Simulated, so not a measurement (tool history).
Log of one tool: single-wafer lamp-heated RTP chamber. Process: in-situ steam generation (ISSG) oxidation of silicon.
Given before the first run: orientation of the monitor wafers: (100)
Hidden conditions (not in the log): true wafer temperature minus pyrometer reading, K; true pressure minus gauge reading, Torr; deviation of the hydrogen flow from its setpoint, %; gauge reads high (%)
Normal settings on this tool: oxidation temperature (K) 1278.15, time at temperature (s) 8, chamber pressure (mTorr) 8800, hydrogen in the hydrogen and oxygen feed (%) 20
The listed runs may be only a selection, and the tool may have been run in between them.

run,hour,oxidation temperature (K),time at temperature (s),chamber pressure (mTorr),hydrogen in the hydrogen and oxygen feed (%),wafers since the last listed run,wafers since the last pyrometer calibration,hours since the pressure gauge was zeroed,hours since the hydrogen flow controller was replaced,hours since the gauge calibration,"read-back reference wafer on the same gauge, thickness",oxide thickness on the monitor wafer (nm)
1,0,1278.15,8,8800,15,0,21,4874.1,5635.7,15.7,4.63,3.706
2,11.8,1278.15,8,8800,15,118,140,4885.9,5647.5,27.5,4.63,3.72
3,19.1,1278.15,8,8800,15,73,213,4893.2,5654.8,34.8,4.63,3.724
4,34,1265.15,8,8800,20,149,363,4908.1,5669.7,49.7,4.631,3.849
5,86,1278.15,8,8800,20,523,887,4960.1,5721.7,101.7,4.629,4.021
6,101.4,1278.15,8,8800,20,154,1042,4975.5,5737.1,117.1,4.631,4.017
7,111.8,1278.15,8,8800,20,104,1147,4985.9,5747.5,127.5,4.631,4.022
# hour 125.8: hydrogen flow controller replaced
8,126.3,1278.15,8,8800,20,65,1212,5000.4,0.5,142,4.631,4.039
9,133.4,1278.15,8,8800,20,71,1283,5007.5,7.6,149.1,4.629,4.04
10,147.3,1278.15,8,8800,20,139,1423,5021.4,21.5,163,4.629,4.037
11,153.4,1278.15,8,8800,20,61,1485,5027.5,27.6,169.1,4.631,4.046
12,163.4,1278.15,8,8800,20,100,1585,5037.5,37.6,179.1,4.631,4.041
# hour 179.8: pressure gauge zeroed
13,180.3,1290.15,8,8200,20,89,1675,0.5,54.5,196,4.63,4.23
# hour 192.9: pyrometer window cleaned and pyrometer calibrated
14,195.5,1295.15,11,10100,23,72,26,15.7,69.7,211.2,4.629,4.911
15,205.1,1285.15,11,10000,27,96,123,25.3,79.3,220.8,4.629,4.939
16,221.1,1284.15,7,8800,23,161,284,41.3,95.3,236.8,4.63,3.988
17,242.5,1278.15,8,8800,23,215,499,62.7,116.7,258.2,4.63,4.152
# hour 244: gauge calibrated
18,249.9,1271.15,9,9200,16,74,573,70.1,124.1,5.9,4.629,3.887
19,260.6,1278.15,8,9400,25,107,681,80.8,134.8,16.6,4.629,4.206
20,273.1,1268.15,11,7400,11,125,807,93.3,147.3,29.1,4.63,3.864
21,286.8,1278.15,5,8300,20,137,945,107,161,42.8,4.631,3.315
22,296.4,1278.15,8,9800,27,96,1041,116.6,170.6,52.4,4.628,4.259
23,313.9,1268.15,11,7400,11,176,1218,134.1,188.1,69.9,4.63,3.862
24,330.1,1278.15,8,8800,20,163,1381,150.3,204.3,86.1,4.629,4.026
# hour 349.5: pyrometer window cleaned and pyrometer calibrated
25,350,1278.15,6,8800,20,119,5,170.2,224.2,106,4.63,3.538

Predict each of these 3 candidate next runs independently; none follows another, all start after run 25:
A,350.4,1278.15,8,10000,20,4,9,170.6,224.6,106.4,?,?
B,350.4,1293.15,11,8000,15,4,9,170.6,224.6,106.4,?,?
C,350.4,1297.15,5,10000,11,4,9,170.6,224.6,106.4,?,?

run,"read-back reference wafer on the same gauge, thickness",oxide thickness on the monitor wafer (nm)
A,4.628,3.903
B,4.628,4.509
C,4.628,2.92
The same runs, with their run-to-run variation unchanged, on a tool lacking any hidden condition would have given:
run,oxide thickness on the monitor wafer (nm)
A,3.9
B,4.505
C,2.918
